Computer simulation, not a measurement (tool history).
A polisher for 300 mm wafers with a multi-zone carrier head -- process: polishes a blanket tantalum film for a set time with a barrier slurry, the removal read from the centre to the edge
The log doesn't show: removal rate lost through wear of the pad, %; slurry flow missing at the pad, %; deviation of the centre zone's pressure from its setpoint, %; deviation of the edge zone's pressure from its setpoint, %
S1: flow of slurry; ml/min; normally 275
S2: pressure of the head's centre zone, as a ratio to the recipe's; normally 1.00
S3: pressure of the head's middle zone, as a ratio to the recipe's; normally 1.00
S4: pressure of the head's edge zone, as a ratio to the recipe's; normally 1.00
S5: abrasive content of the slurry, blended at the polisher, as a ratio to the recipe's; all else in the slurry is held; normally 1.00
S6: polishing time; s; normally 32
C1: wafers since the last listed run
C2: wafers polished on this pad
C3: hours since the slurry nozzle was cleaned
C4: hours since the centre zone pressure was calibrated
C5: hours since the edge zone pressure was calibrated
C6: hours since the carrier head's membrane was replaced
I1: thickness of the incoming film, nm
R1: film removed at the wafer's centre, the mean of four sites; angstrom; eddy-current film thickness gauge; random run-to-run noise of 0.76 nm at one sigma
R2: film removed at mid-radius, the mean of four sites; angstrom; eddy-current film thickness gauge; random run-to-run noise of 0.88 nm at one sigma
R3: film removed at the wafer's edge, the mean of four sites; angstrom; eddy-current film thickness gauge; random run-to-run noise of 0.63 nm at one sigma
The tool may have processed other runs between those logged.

run,day,S1,S2,S3,S4,S5,S6,C1,C2,C3,C4,C5,C6,I1,R1,R2,R3
1,0.000,320,1.00,0.96,1.12,1.00,32,0,3144,106.4,325.2,247.1,338.9,453.2,756,684,781
2,1.492,275,0.92,1.00,1.00,1.00,32,641,3786,142.2,361.0,282.9,374.7,449.5,691,701,722
3,2.392,275,1.00,1.00,1.00,1.00,35,387,4173,163.8,382.6,304.5,396.3,450.4,831,757,781
# day 3.425: worn pad replaced by a new one
4,3.829,215,0.97,1.00,1.00,1.00,32,546,173,198.3,417.1,339.0,430.8,453.7,699,681,703
5,5.046,330,1.00,1.00,1.12,0.75,32,523,696,227.5,446.3,368.2,460.0,444.8,686,646,711
6,5.671,275,1.00,1.00,1.00,1.00,32,268,965,242.5,461.3,383.2,475.0,455.8,763,683,725
# day 5.950: slurry nozzle cleaned
7,6.812,275,1.00,1.00,0.91,1.00,32,473,1438,20.7,488.7,410.6,502.4,454.2,755,711,683
8,7.517,275,1.00,1.00,1.00,1.00,32,302,1741,37.6,505.6,427.5,519.3,451.6,752,713,718
9,8.854,275,1.00,1.00,1.00,1.00,32,575,2317,69.7,537.7,459.6,551.4,450.2,778,702,726
10,10.038,275,1.00,1.11,1.00,0.90,24,509,2826,98.1,566.1,488.0,579.8,450.5,564,535,519
11,11.146,275,0.94,1.00,1.00,1.00,32,476,3302,124.7,592.7,514.6,606.4,453.7,718,704,734
12,12.067,275,1.00,0.92,1.00,1.25,37,396,3698,146.8,614.8,536.7,628.5,454.4,928,806,906
# day 13.308: worn pad replaced by a new one
13,13.329,275,1.00,1.00,1.00,0.85,32,471,9,177.1,645.1,567.0,658.8,446.5,736,664,687
14,14.358,275,1.00,1.00,1.00,1.00,26,442,451,201.8,669.8,591.7,683.5,444.3,621,570,590
15,14.950,275,1.00,1.00,1.00,1.00,42,254,706,216.0,684.0,605.9,697.7,449.6,991,925,950
16,15.471,275,1.00,1.00,1.04,1.00,21,224,930,228.5,696.5,618.4,710.2,451.8,511,458,482
# day 15.825: slurry nozzle cleaned
17,16.346,275,1.00,1.11,1.00,0.90,24,358,1288,12.5,717.5,639.4,731.2,448.1,562,545,514
18,17.404,275,1.00,1.00,1.00,1.00,32,455,1744,37.9,742.9,664.8,756.6,455.6,780,702,724
19,18.233,275,1.00,1.00,1.06,1.00,32,356,2100,57.8,762.8,684.7,776.5,455.1,776,706,746
20,18.812,275,1.00,0.95,0.92,1.00,32,249,2349,71.7,776.7,698.6,790.4,458.7,782,670,688
21,20.054,275,1.11,1.00,1.00,1.20,32,534,2884,101.5,806.5,728.4,820.2,443.1,914,733,754

How would selected steps in R1 from run to run divide? Give the signed amount a tool lacking its hidden state would still show from settings, what came in and random variation, and the signed amount left for the hidden state, including any gauge scatter that is not in both of the compared results.
Run 14 -> 15: S6 26 -> 42. R1 +370 angstrom: hidden state +29, all else +341.
Run 15 -> 16: S4 1.00 -> 1.04, S6 42 -> 21. R1 -480 angstrom: hidden state -38, all else -442.
